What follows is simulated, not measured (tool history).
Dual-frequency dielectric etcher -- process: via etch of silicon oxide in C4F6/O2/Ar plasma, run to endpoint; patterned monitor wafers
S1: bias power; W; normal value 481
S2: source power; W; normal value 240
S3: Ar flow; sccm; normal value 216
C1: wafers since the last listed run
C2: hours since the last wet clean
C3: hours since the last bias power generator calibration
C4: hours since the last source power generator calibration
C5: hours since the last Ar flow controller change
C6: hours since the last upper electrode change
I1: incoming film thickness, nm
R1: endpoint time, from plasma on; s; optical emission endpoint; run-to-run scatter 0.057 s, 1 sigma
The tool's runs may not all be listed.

run	day	S1	S2	S3	C1	C2	C3	C4	C5	C6	I1	R1
1	0	447	240	216	0	174.3	2605.8	2909.1	4530.9	4805.9	75	19.3
2	0.829	447	240	216	322	194.2	2625.7	2929	4550.8	4825.8	75.3	19.3
3	1.479	447	240	216	252	209.8	2641.3	2944.6	4566.4	4841.4	75	19.2
4	2.812	481	240	216	518	241.8	2673.3	2976.6	4598.4	4873.4	75	18.5
# day 3.817: upper electrode replaced
5	3.838	481	240	216	9	266.4	2697.9	3001.2	4623	0.5	75.8	18.6
6	4.454	481	280	216	239	281.2	2712.7	3016	4637.8	15.3	74.8	17.3
7	5.279	481	280	216	320	301	2732.5	3035.8	4657.6	35.1	75.7	17.5
8	6.358	481	240	216	419	326.9	2758.4	3061.7	4683.5	61	74.8	18.2
# day 8.354: wet clean of the chamber
9	8.375	422	260	216	395	0.5	2806.8	3110.1	4731.9	109.4	75.9	19.6
10	8.754	527	210	179	147	9.6	2815.9	3119.2	4741	118.5	75	18.6
11	9.758	518	280	247	390	33.7	2840	3143.3	4765.1	142.6	75.3	17.5
12	10.788	481	240	216	400	58.4	2864.7	3168	4789.8	167.3	75.2	18.8
13	11.879	554	210	250	424	84.6	2890.9	3194.2	4816	193.5	75.5	19
# day 13.35: Ar flow controller replaced
14	13.371	481	270	216	482	120.4	2926.7	3230	0.5	229.3	74.6	17.7
15	13.862	481	240	216	191	132.2	2938.5	3241.8	12.3	241.1	74.6	18.4
16	15.179	554	240	216	512	163.8	2970.1	3273.4	43.9	272.7	74.4	17.3
# day 15.804: bias power generator calibrated
17	15.912	481	260	176	220	181.4	2.6	3291	61.5	290.3	75.4	17.7
# day 18.892: source power generator calibrated
18	18.908	481	260	253	1100	253.3	74.5	0.4	133.4	362.2	75.4	18.2
19	19.662	481	240	164	293	271.4	92.6	18.5	151.5	380.3	75.4	17.8
20	20.325	481	240	216	257	287.3	108.5	34.4	167.4	396.2	75.2	18.5
21	21.067	555	270	166	288	305.1	126.3	52.2	185.2	414	75.9	16.1
# day 22.975: wet clean of the chamber
22	22.996	413	240	216	361	0.5	172.6	98.5	231.5	460.3	75	20.1
23	23.142	481	240	266	56	4	176.1	102	235	463.8	75.3	19.5
24	23.892	481	180	216	291	22	194.1	120	253	481.8	74.6	20.9
25	26.971	481	240	164	1197	95.9	268	193.9	326.9	555.7	75.5	18.2
26	27.758	481	280	194	306	114.8	286.9	212.8	345.8	574.6	75.4	17.4
27	28.471	376	210	255	277	131.9	304	229.9	362.9	591.7	74.9	22.3
28	29.425	481	220	216	371	154.8	326.9	252.8	385.8	614.6	74.9	19.2

Some steps in R1, run to run, broken into two amounts with sign: the step expected even without the hidden condition (settings, incoming material, random variation), and the rest, left for the hidden condition together with whatever gauge scatter is not in both the measured and the hidden-condition-free result:
The tool's hidden condition here consists of: etch rate over this chamber's usual, %; bias power that arrives over what is set, %; source power that arrives over what is set, %; Ar flow that arrives over what is set, %.
Run 8 -> 9: S1 481 -> 422, S2 240 -> 260, wet clean of the chamber. R1 +1.4 s: hidden state +0.5, all else +0.9.
Run 21 -> 22: S1 555 -> 413, S2 270 -> 240, S3 166 -> 216, wet clean of the chamber. R1 +4 s: hidden state +0.5, all else +3.5.
Run 26 -> 27: S1 481 -> 376, S2 280 -> 210, S3 194 -> 255. R1 +4.9 s: hidden state -0.2, all else +5.1.
